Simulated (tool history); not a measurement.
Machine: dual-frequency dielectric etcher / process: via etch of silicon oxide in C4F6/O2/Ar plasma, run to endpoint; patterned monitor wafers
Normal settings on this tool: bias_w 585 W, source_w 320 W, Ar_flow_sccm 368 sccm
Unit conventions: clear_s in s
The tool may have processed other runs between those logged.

| run | day | bias_w | source_w | Ar_flow_sccm | incoming incoming film thickness, nm | clear_s |
|---|---|---|---|---|---|---|
| 1 | 0.000 | 585 | 270 | 368 | 110.6 | 28.3 |
| 2 | 0.700 | 585 | 270 | 368 | 110.2 | 28.3 |
| 3 | 1.296 | 585 | 270 | 368 | 111.6 | 28.4 |
| 4 | 1.817 | 585 | 300 | 431 | 109.3 | 27.3 |
|  | 2.921 | wet clean of the chamber |
| 5 | 2.942 | 585 | 300 | 431 | 110.4 | 27.0 |
| 6 | 2.954 | 585 | 300 | 431 | 109.7 | 26.8 |
| 7 | 2.971 | 493 | 320 | 333 | 110.8 | 27.4 |
| 8 | 3.638 | 493 | 320 | 333 | 110.0 | 27.2 |
| 9 | 5.479 | 510 | 320 | 368 | 110.4 | 27.4 |
| 10 | 5.988 | 585 | 260 | 368 | 110.5 | 28.2 |
| 11 | 6.521 | 585 | 260 | 368 | 110.3 | 28.2 |
| 12 | 7.262 | 585 | 320 | 307 | 110.4 | 25.3 |
| 13 | 7.533 | 585 | 320 | 368 | 109.9 | 25.9 |
| 14 | 7.933 | 705 | 370 | 368 | 111.0 | 22.6 |
| 15 | 8.250 | 585 | 270 | 368 | 111.1 | 28.0 |
|  | 8.783 | Ar flow controller replaced |
|  | 8.817 | bias power generator calibrated |
| 16 | 9.546 | 585 | 320 | 368 | 111.0 | 26.0 |
| 17 | 10.217 | 699 | 340 | 318 | 110.4 | 23.0 |
| 18 | 10.675 | 643 | 370 | 308 | 111.3 | 23.3 |
|  | 11.092 | source power generator calibrated |
|  | 11.975 | upper electrode replaced |
| 19 | 11.996 | 585 | 350 | 308 | 111.0 | 24.6 |
| 20 | 12.008 | 585 | 320 | 368 | 111.1 | 26.2 |
| 21 | 12.942 | 457 | 320 | 404 | 110.3 | 29.2 |
| 22 | 13.417 | 585 | 320 | 368 | 112.0 | 26.5 |

Forecast run 23:
| 23 | 13.804 | 534 | 300 | 401 | 110.0 | ? |

clear_s: 28.0 s
Were there no unlogged condition in the tool, this run, its random variation unchanged, would have produced clear_s 27.6 s.

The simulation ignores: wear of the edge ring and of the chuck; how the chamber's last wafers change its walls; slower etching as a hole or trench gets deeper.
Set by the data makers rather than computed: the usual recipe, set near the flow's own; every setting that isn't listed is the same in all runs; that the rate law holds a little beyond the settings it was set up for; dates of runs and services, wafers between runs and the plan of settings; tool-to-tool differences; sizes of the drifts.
